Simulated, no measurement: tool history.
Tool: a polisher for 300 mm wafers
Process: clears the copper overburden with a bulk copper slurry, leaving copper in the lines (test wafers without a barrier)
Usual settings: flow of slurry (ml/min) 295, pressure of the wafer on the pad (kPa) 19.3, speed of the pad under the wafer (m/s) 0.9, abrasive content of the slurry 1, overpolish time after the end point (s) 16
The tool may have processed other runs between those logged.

run,day,flow of slurry (ml/min),pressure of the wafer on the pad (kPa),speed of the pad under the wafer (m/s),abrasive content of the slurry,overpolish time after the end point (s),"incoming thickness of the incoming film, nm",time until the end point was called (s)
1,0,235,19.3,0.9,1.1,16,914.4,108.7
2,0.383,295,19.3,0.9,1,16,933.5,106.1
3,0.7,295,19.3,0.9,1,16,907.9,103.9
4,1.175,295,19.3,0.9,1,16,923.9,108.4
5,1.583,295,19.3,0.9,1,16,919.1,108.6
6,1.875,295,19.3,0.9,1,16,915.7,110.7
7,2.454,295,19.3,0.9,1,16,914.8,108.1

Estimate the outcome of run 8 from the log above:
8,2.808,365,23.4,0.78,1,25,918,?

{"run 8": {"time until the end point was called (s)": 102.4}}
Without the tool's hidden state the same run would have given time until the end point was called (s) 94.7.
